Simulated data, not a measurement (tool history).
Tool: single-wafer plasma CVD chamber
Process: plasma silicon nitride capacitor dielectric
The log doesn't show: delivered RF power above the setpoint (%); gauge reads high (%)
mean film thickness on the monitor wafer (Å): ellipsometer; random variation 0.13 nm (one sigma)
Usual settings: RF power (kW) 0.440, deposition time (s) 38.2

run    hour  RF power (kW)  deposition time (s)  wafers since the last listed run  hours since the last RF generator calibration  hours since the showerhead was replaced  hours since the gauge calibration  read-back reference wafer on the same gauge, thickness_nm  mean film thickness on the monitor wafer (Å)
  1     0.0          0.440                 38.2                                 0                                         1963.8                                   3137.4                              682.8                                                     64.873                                        591.72
  2    47.3          0.440                 41.6                               709                                         2011.1                                   3184.7                              730.1                                                     64.903                                        646.45
  3    86.8          0.440                 41.6                               592                                         2050.6                                   3224.2                              769.6                                                     64.902                                        646.76
  4   129.6          0.440                 33.9                               641                                         2093.4                                   3267.0                              812.4                                                     64.910                                        525.87
  5   162.2          0.440                 33.9                               488                                         2126.0                                   3299.6                              845.0                                                     64.925                                        528.02
  6   228.1          0.440                 33.9                               988                                         2191.9                                   3365.5                              910.9                                                     64.912                                        524.60
  7   265.2          0.440                 38.2                               556                                         2229.0                                   3402.6                              948.0                                                     64.911                                        593.95
  8   332.9          0.440                 38.2                              1015                                         2296.7                                   3470.3                             1015.7                                                     64.917                                        591.93
  9   363.0          0.440                 38.2                               451                                         2326.8                                   3500.4                             1045.8                                                     64.906                                        592.55
 10   427.7          0.440                 38.2                               970                                         2391.5                                   3565.1                             1110.5                                                     64.861                                        591.03
      464.1  -- gauge calibrated
 11   495.7          0.440                 38.2                              1019                                         2459.5                                   3633.1                               31.6                                                     64.954                                        590.25
 12   547.6          0.440                 38.2                               778                                         2511.4                                   3685.0                               83.5                                                     64.898                                        590.20
      582.3  -- RF generator calibrated
 13   607.6          0.440                 38.2                               779                                           25.3                                   3745.0                              143.5                                                     64.910                                        584.45
 14   637.7          0.470                 44.2                               451                                           55.4                                   3775.1                              173.6                                                     64.937                                        688.88
 15   700.0          0.440                 40.6                               934                                          117.7                                   3837.4                              235.9                                                     64.923                                        620.19
 16   765.0          0.380                 35.6                               974                                          182.7                                   3902.4                              300.9                                                     64.871                                        520.83
      786.0  -- showerhead replaced
      854.2  -- RF generator calibrated, repeated, since the last time left the tool worse
 17   854.7          0.485                 45.8                              1105                                            0.5                                     68.7                              390.6                                                     64.879                                        740.98
 18   919.1          0.375                 35.6                               965                                           64.9                                    133.1                              455.0                                                     64.907                                        533.93
 19   954.5          0.355                 40.9                               530                                          100.3                                    168.5                              490.4                                                     64.854                                        607.37
 20   995.3          0.440                 38.2                               611                                          141.1                                    209.3                              531.2                                                     64.954                                        601.31
 21  1040.5          0.440                 38.2                               677                                          186.3                                    254.5                              576.4                                                     64.924                                        601.35
 22  1106.1          0.440                 35.8                               983                                          251.9                                    320.1                              642.0                                                     64.908                                        563.16

Measured less the same run without the tool's hidden state. The same run-to-run variation is in both; the gauge's scatter may not be:
run  mean film thickness on the monitor wafer (Å)
  1                                         -8.07
  2                                         -9.03
  3                                         -9.21
  4                                         -7.63
  5                                         -7.79
  6                                         -7.97
  7                                         -9.17
  8                                         -9.42
  9                                         -9.55
 10                                         -9.79
 11                                        -10.04
 12                                        -10.26
 13                                        -17.89
 14                                        -21.23
 15                                        -19.40
 16                                        -16.53
 17                                         -0.09
 18                                         -0.29
 19                                         -0.46
 20                                         -0.62
 21                                         -0.79
 22                                         -0.98

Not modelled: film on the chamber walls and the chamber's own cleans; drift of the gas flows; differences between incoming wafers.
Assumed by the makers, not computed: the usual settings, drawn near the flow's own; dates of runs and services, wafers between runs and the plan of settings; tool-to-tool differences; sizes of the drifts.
